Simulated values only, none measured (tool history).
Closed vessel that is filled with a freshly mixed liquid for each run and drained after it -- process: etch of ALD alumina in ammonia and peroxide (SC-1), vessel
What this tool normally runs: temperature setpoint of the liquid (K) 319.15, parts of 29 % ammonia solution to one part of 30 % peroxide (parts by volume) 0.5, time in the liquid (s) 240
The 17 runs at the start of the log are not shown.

run	hour	temperature setpoint of the liquid (K)	parts of 29 % ammonia solution to one part of 30 % peroxide (parts by volume)	time in the liquid (s)	wafers since the last listed run	hours since the thermometer was replaced	hours since the ammonia flow meter was replaced	hours since the drum of ammonia solution was connected	hours since the gauge calibration	read-back film thickness of the ALD alumina reference wafer, read on the same gauge (nm)	thickness taken off the ALD alumina on a monitor wafer (angstrom)
# hour 1221.1: new drum of ammonia solution connected
18	1315.9	323.15	0.5	240	12628	387.5	582.8	94.8	543.7	49.98	113.6
# hour 1385.1: ammonia flow meter replaced
19	1385.5	319.15	0.7	125	7136	457.1	0.4	164.4	613.3	49.99	49.4
20	1477.1	312.65	0.7	240	9528	548.7	92	256	704.9	50	65.5
21	1796.3	319.15	0.7	315	33205	867.9	411.2	575.2	1024.1	50.02	124.3
22	1887.8	316.15	0.35	240	9518	959.4	502.7	666.7	1115.6	49.98	75.1
23	1938.4	319.15	0.65	135	5263	1010	553.3	717.3	1166.2	49.96	53.2
24	2027.1	319.15	0.3	360	9227	1098.7	642	806	1254.9	49.99	130.6
# hour 2087: ammonia flow meter replaced
25	2116.5	319.15	0.5	240	9195	1188.1	29.5	895.4	1344.3	50.01	92
# hour 2221.4: new drum of ammonia solution connected
26	2222.3	319.15	0.65	105	10901	1293.9	135.3	0.9	1450.1	49.98	41.2
27	2317.9	322.15	0.7	330	9944	1389.5	230.9	96.5	1545.7	50.04	155
28	2372.8	319.15	0.7	240	5711	1444.4	285.8	151.4	1600.6	49.99	93.9
29	2469.6	329.15	0.4	240	10069	1541.2	382.6	248.2	1697.4	50.01	157.4
30	2517.8	312.15	0.5	200	5014	1589.4	430.8	296.4	1745.6	49.98	50.8

Alternative continuations, all from the tool just after run 30; predict every row:
A	2518.5	319.15	0.5	240	72	1590.1	431.5	297.1	1746.3	?	?
B	2518.5	316.65	0.7	200	72	1590.1	431.5	297.1	1746.3	?	?
C	2518.5	326.65	0.3	240	72	1590.1	431.5	297.1	1746.3	?	?

run	read-back film thickness of the ALD alumina reference wafer, read on the same gauge (nm)	thickness taken off the ALD alumina on a monitor wafer (angstrom)
A	49.99	93.1
B	49.99	69.5
C	49.99	134.1
Without the tool's hidden state the same runs would have given:
run	thickness taken off the ALD alumina on a monitor wafer (angstrom)
A	93.1
B	69.5
C	134.1
